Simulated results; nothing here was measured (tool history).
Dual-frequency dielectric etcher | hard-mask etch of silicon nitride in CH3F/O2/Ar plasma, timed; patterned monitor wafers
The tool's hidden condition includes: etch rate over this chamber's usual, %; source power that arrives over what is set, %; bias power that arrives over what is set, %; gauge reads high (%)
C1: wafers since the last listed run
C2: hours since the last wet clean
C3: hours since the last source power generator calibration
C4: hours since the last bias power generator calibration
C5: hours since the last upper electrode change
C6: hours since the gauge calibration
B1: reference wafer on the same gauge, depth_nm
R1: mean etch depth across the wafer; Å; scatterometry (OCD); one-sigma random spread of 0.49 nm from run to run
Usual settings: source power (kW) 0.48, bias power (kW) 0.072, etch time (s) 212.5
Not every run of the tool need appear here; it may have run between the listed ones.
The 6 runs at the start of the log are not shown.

run 7 hour=591.1 | source_power_(kW)=0.48 bias_power_(kW)=0.072 etch_time_(s)=212.5 | C1=541 C2=241.8 C3=2450.7 C4=95.2 C5=1565.2 C6=1401.8 | B1=129.9 | R1=1555
run 8 hour=643.1 | source_power_(kW)=0.48 bias_power_(kW)=0.072 etch_time_(s)=212.5 | C1=408 C2=293.8 C3=2502.7 C4=147.2 C5=1617.2 C6=1453.8 | B1=130 | R1=1547
run 9 hour=746.9 | source_power_(kW)=0.48 bias_power_(kW)=0.072 etch_time_(s)=212.5 | C1=815 C2=397.6 C3=2606.5 C4=251 C5=1721 C6=1557.6 | B1=130 | R1=1553
run 10 hour=813.1 | source_power_(kW)=0.48 bias_power_(kW)=0.072 etch_time_(s)=212.5 | C1=520 C2=463.8 C3=2672.7 C4=317.2 C5=1787.2 C6=1623.8 | B1=130 | R1=1544
-- hour=847.3 source power generator calibrated
run 11 hour=851.9 | source_power_(kW)=0.48 bias_power_(kW)=0.072 etch_time_(s)=212.5 | C1=273 C2=502.6 C3=4.6 C4=356 C5=1826 C6=1662.6 | B1=130 | R1=1549
-- hour=935.4 gauge calibrated
-- hour=949.2 wet clean of the chamber
run 12 hour=949.7 | source_power_(kW)=0.48 bias_power_(kW)=0.072 etch_time_(s)=212.5 | C1=579 C2=0.5 C3=102.4 C4=453.8 C5=1923.8 C6=14.3 | B1=130 | R1=1553
run 13 hour=966 | source_power_(kW)=0.48 bias_power_(kW)=0.072 etch_time_(s)=212.5 | C1=128 C2=16.8 C3=118.7 C4=470.1 C5=1940.1 C6=30.6 | B1=130 | R1=1559
run 14 hour=1005 | source_power_(kW)=0.55 bias_power_(kW)=0.085 etch_time_(s)=248.5 | C1=306 C2=55.8 C3=157.7 C4=509.1 C5=1979.1 C6=69.6 | B1=130 | R1=2093
run 15 hour=1042.7 | source_power_(kW)=0.41 bias_power_(kW)=0.077 etch_time_(s)=162.5 | C1=296 C2=93.5 C3=195.4 C4=546.8 C5=2016.8 C6=107.3 | B1=130 | R1=1153
run 16 hour=1115.8 | source_power_(kW)=0.48 bias_power_(kW)=0.072 etch_time_(s)=212.5 | C1=574 C2=166.6 C3=268.5 C4=619.9 C5=2089.9 C6=180.4 | B1=130 | R1=1551
run 17 hour=1290.9 | source_power_(kW)=0.48 bias_power_(kW)=0.072 etch_time_(s)=212.5 | C1=1375 C2=341.7 C3=443.6 C4=795 C5=2265 C6=355.5 | B1=129.9 | R1=1553
-- hour=1414.7 upper electrode replaced
run 18 hour=1415.2 | source_power_(kW)=0.48 bias_power_(kW)=0.078 etch_time_(s)=229.5 | C1=787 C2=466 C3=567.9 C4=919.3 C5=0.5 C6=479.8 | B1=130 | R1=1749
run 19 hour=1492 | source_power_(kW)=0.48 bias_power_(kW)=0.072 etch_time_(s)=212.5 | C1=603 C2=542.8 C3=644.7 C4=996.1 C5=77.3 C6=556.6 | B1=130.1 | R1=1550
-- hour=1540.6 wet clean of the chamber
run 20 hour=1591.2 | source_power_(kW)=0.48 bias_power_(kW)=0.072 etch_time_(s)=212.5 | C1=590 C2=50.6 C3=743.9 C4=1095.3 C5=176.5 C6=655.8 | B1=129.9 | R1=1553
run 21 hour=1669.9 | source_power_(kW)=0.37 bias_power_(kW)=0.072 etch_time_(s)=174.5 | C1=618 C2=129.3 C3=822.6 C4=1174 C5=255.2 C6=734.5 | B1=130 | R1=1144
run 22 hour=1719.8 | source_power_(kW)=0.58 bias_power_(kW)=0.072 etch_time_(s)=212.5 | C1=392 C2=179.2 C3=872.5 C4=1223.9 C5=305.1 C6=784.4 | B1=130.1 | R1=1677
run 23 hour=1816.8 | source_power_(kW)=0.6 bias_power_(kW)=0.064 etch_time_(s)=212.5 | C1=762 C2=276.2 C3=969.5 C4=1320.9 C5=402.1 C6=881.4 | B1=129.9 | R1=1586
run 24 hour=1883.7 | source_power_(kW)=0.48 bias_power_(kW)=0.072 etch_time_(s)=212.5 | C1=525 C2=343.1 C3=1036.4 C4=1387.8 C5=469 C6=948.3 | B1=130 | R1=1551
run 25 hour=1963.5 | source_power_(kW)=0.59 bias_power_(kW)=0.072 etch_time_(s)=240 | C1=626 C2=422.9 C3=1116.2 C4=1467.6 C5=548.8 C6=1028.1 | B1=130 | R1=1902
run 26 hour=2057.6 | source_power_(kW)=0.37 bias_power_(kW)=0.072 etch_time_(s)=174.5 | C1=739 C2=517 C3=1210.3 C4=1561.7 C5=642.9 C6=1122.2 | B1=130 | R1=1148
-- hour=2117.6 wet clean of the chamber
run 27 hour=2118.1 | source_power_(kW)=0.48 bias_power_(kW)=0.072 etch_time_(s)=212.5 | C1=286 C2=0.5 C3=1270.8 C4=1622.2 C5=703.4 C6=1182.7 | B1=130 | R1=1553
run 28 hour=2181.5 | source_power_(kW)=0.48 bias_power_(kW)=0.062 etch_time_(s)=212.5 | C1=498 C2=63.9 C3=1334.2 C4=1685.6 C5=766.8 C6=1246.1 | B1=130 | R1=1422
run 29 hour=2256.5 | source_power_(kW)=0.48 bias_power_(kW)=0.072 etch_time_(s)=258.5 | C1=589 C2=138.9 C3=1409.2 C4=1760.6 C5=841.8 C6=1321.1 | B1=130 | R1=1898
run 30 hour=2345.5 | source_power_(kW)=0.48 bias_power_(kW)=0.059 etch_time_(s)=212.5 | C1=699 C2=227.9 C3=1498.2 C4=1849.6 C5=930.8 C6=1410.1 | B1=130 | R1=1381
run 31 hour=2396.7 | source_power_(kW)=0.48 bias_power_(kW)=0.064 etch_time_(s)=270 | C1=402 C2=279.1 C3=1549.4 C4=1900.8 C5=982 C6=1461.3 | B1=130 | R1=1840

Alternative continuations, all from the tool just after run 31; predict every row:
run A hour=2397.2 | source_power_(kW)=0.48 bias_power_(kW)=0.072 etch_time_(s)=212.5 | C1=3 C2=279.6 C3=1549.9 C4=1901.3 C5=982.5 C6=1461.8 | B1=? | R1=?
run B hour=2397.2 | source_power_(kW)=0.39 bias_power_(kW)=0.082 etch_time_(s)=247.5 | C1=3 C2=279.6 C3=1549.9 C4=1901.3 C5=982.5 C6=1461.8 | B1=? | R1=?
run C hour=2397.2 | source_power_(kW)=0.48 bias_power_(kW)=0.077 etch_time_(s)=230.5 | C1=3 C2=279.6 C3=1549.9 C4=1901.3 C5=982.5 C6=1461.8 | B1=? | R1=?

run=A B1=130 R1=1547
run=B B1=130 R1=1780
run=C B1=130 R1=1740
Without the tool's unlogged condition, the same runs would have read:
run=A R1=1547
run=B R1=1780
run=C R1=1740

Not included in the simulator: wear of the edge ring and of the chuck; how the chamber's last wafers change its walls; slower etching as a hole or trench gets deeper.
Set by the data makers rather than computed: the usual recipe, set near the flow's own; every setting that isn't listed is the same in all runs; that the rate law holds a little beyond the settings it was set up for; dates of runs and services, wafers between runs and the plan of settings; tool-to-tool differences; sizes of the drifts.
